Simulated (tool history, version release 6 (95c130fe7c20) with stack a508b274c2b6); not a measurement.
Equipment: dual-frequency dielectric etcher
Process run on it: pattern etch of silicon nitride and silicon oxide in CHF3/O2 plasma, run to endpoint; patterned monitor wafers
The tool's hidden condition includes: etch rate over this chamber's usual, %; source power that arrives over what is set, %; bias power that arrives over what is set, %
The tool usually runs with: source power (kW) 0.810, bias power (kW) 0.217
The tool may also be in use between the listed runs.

run   hour  source power (kW)  bias power (kW)  wafers since the last listed run  hours since the last wet clean  hours since the last source power generator calibration  hours since the last bias power generator calibration  hours since the last upper electrode change  incoming incoming film thickness, nm  endpoint time (s)
  1    0.0              0.730            0.231                                 0                           321.1                                                    783.2                                                 1520.0                                       2049.7                                 203.6              124.2
  2   55.5              0.730            0.231                               508                           376.6                                                    838.7                                                 1575.5                                       2105.2                                 204.7              128.0
  3   80.8              0.730            0.231                               231                           401.9                                                    864.0                                                 1600.8                                       2130.5                                 204.6              126.1
     120.6  -- wet clean of the chamber
  4  150.4              0.810            0.217                               417                            29.8                                                    933.6                                                 1670.4                                       2200.1                                 204.0              119.3
  5  194.6              0.810            0.217                               404                            74.0                                                    977.8                                                 1714.6                                       2244.3                                 200.8              116.5
  6  263.5              0.810            0.217                               630                           142.9                                                   1046.7                                                 1783.5                                       2313.2                                 204.7              119.7
     333.8  -- upper electrode replaced
  7  334.3              0.650            0.217                               428                           213.7                                                   1117.5                                                 1854.3                                          0.5                                 205.3              135.3
  8  352.4              0.650            0.217                               165                           231.8                                                   1135.6                                                 1872.4                                         18.6                                 206.4              137.5
  9  404.2              0.810            0.217                               474                           283.6                                                   1187.4                                                 1924.2                                         70.4                                 204.8              119.7
     440.6  -- bias power generator calibrated
     483.6  -- wet clean of the chamber
 10  484.1              0.970            0.261                               475                             0.5                                                   1267.3                                                   43.5                                        150.3                                 203.8              105.1
 11  531.0              0.690            0.184                               429                            47.4                                                   1314.2                                                   90.4                                        197.2                                 206.4              137.2
 12  583.9              0.920            0.217                               484                           100.3                                                   1367.1                                                  143.3                                        250.1                                 204.8              113.2
     600.6  -- source power generator calibrated
 13  649.4              0.760            0.183                               563                           165.8                                                     48.8                                                  208.8                                        315.6                                 205.0              129.6
 14  701.2              1.000            0.217                               474                           217.6                                                    100.6                                                  260.6                                        367.4                                 204.8              108.9
 15  766.9              0.870            0.237                               601                           283.3                                                    166.3                                                  326.3                                        433.1                                 204.0              112.7
 16  825.7              0.810            0.217                               538                           342.1                                                    225.1                                                  385.1                                        491.9                                 205.1              119.2
     891.0  -- wet clean of the chamber
 17  891.5              0.890            0.173                               382                             0.5                                                    290.9                                                  450.9                                        557.7                                 203.5              118.1
 18  922.2              0.710            0.190                               281                            31.2                                                    321.6                                                  481.6                                        588.4                                 204.3              131.6

Alternative continuations, all from the tool just after run 18; predict every row:
  A  922.7              0.750            0.217                                 4                            31.7                                                    322.1                                                  482.1                                        588.9                                 206.1                  ?
  B  922.7              0.890            0.237                                 4                            31.7                                                    322.1                                                  482.1                                        588.9                                 206.1                  ?
  C  922.7              0.810            0.263                                 4                            31.7                                                    322.1                                                  482.1                                        588.9                                 206.1                  ?
  D  922.7              0.910            0.245                                 4                            31.7                                                    322.1                                                  482.1                                        588.9                                 206.1                  ?
  E  922.7              0.700            0.217                                 4                            31.7                                                    322.1                                                  482.1                                        588.9                                 206.1                  ?

run  endpoint time (s)
  A              126.5
  B              113.9
  C              117.2
  D              112.0
  E              131.3
Had the tool no hidden state, the same runs would have come out as:
run  endpoint time (s)
  A              126.5
  B              113.9
  C              117.2
  D              112.0
  E              131.3
